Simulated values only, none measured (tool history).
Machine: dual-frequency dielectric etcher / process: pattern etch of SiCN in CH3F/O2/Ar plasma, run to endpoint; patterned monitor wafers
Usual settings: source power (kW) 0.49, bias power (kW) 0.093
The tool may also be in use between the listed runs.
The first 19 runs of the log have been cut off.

run,hour,source power (kW),bias power (kW),wafers since the last listed run,hours since the last wet clean,hours since the last source power generator calibration,hours since the last bias power generator calibration,hours since the last upper electrode change,"incoming incoming film thickness, nm",endpoint time (s)
20,1125.6,0.46,0.114,495,242.3,911.4,678.2,2662.3,13.69,31.2
21,1156.9,0.49,0.093,300,273.6,942.7,709.5,2693.6,13.73,31.7
22,1184.9,0.49,0.093,268,301.6,970.7,737.5,2721.6,13.78,32.5
23,1255.6,0.49,0.093,677,372.3,1041.4,808.2,2792.3,13.64,31.8
24,1295.4,0.59,0.105,381,412.1,1081.2,848,2832.1,13.65,29.5
# hour 1342.4: upper electrode replaced
# hour 1356.8: wet clean of the chamber
25,1357.3,0.45,0.093,225,0.5,1143.1,909.9,14.9,13.6,32.7
26,1362.5,0.54,0.108,49,5.7,1148.3,915.1,20.1,13.59,29.7
27,1417.1,0.44,0.107,523,60.3,1202.9,969.7,74.7,13.72,31.9
28,1471.8,0.54,0.107,524,115,1257.6,1024.4,129.4,13.68,29.9
29,1530.5,0.49,0.093,562,173.7,1316.3,1083.1,188.1,13.67,32
30,1561.4,0.53,0.093,296,204.6,1347.2,1114,219,13.76,31.4
31,1589.9,0.49,0.093,273,233.1,1375.7,1142.5,247.5,13.79,32.5
32,1642.4,0.56,0.084,503,285.6,1428.2,1195,300,13.62,31.4
33,1687.3,0.55,0.085,430,330.5,1473.1,1239.9,344.9,13.56,31.6
# hour 1796.6: wet clean of the chamber
34,1867.5,0.53,0.113,1497,70.9,1653.3,1420.1,525.1,13.72,29.9
35,1914.9,0.39,0.082,454,118.3,1700.7,1467.5,572.5,13.73,35.6
36,1940.9,0.49,0.083,249,144.3,1726.7,1493.5,598.5,13.76,32.6

Below are 3 alternative next runs, each starting from the tool's condition after run 36. Predict each:
A,1941.3,0.49,0.093,3,144.7,1727.1,1493.9,598.9,13.76,?
B,1941.3,0.55,0.116,3,144.7,1727.1,1493.9,598.9,13.76,?
C,1941.3,0.49,0.084,3,144.7,1727.1,1493.9,598.9,13.76,?

run,endpoint time (s)
A,31.9
B,29.2
C,32.7
Take away the tool's hidden state, keep each run's random variation, and the runs would have read:
run,endpoint time (s)
A,31.9
B,29.2
C,32.7
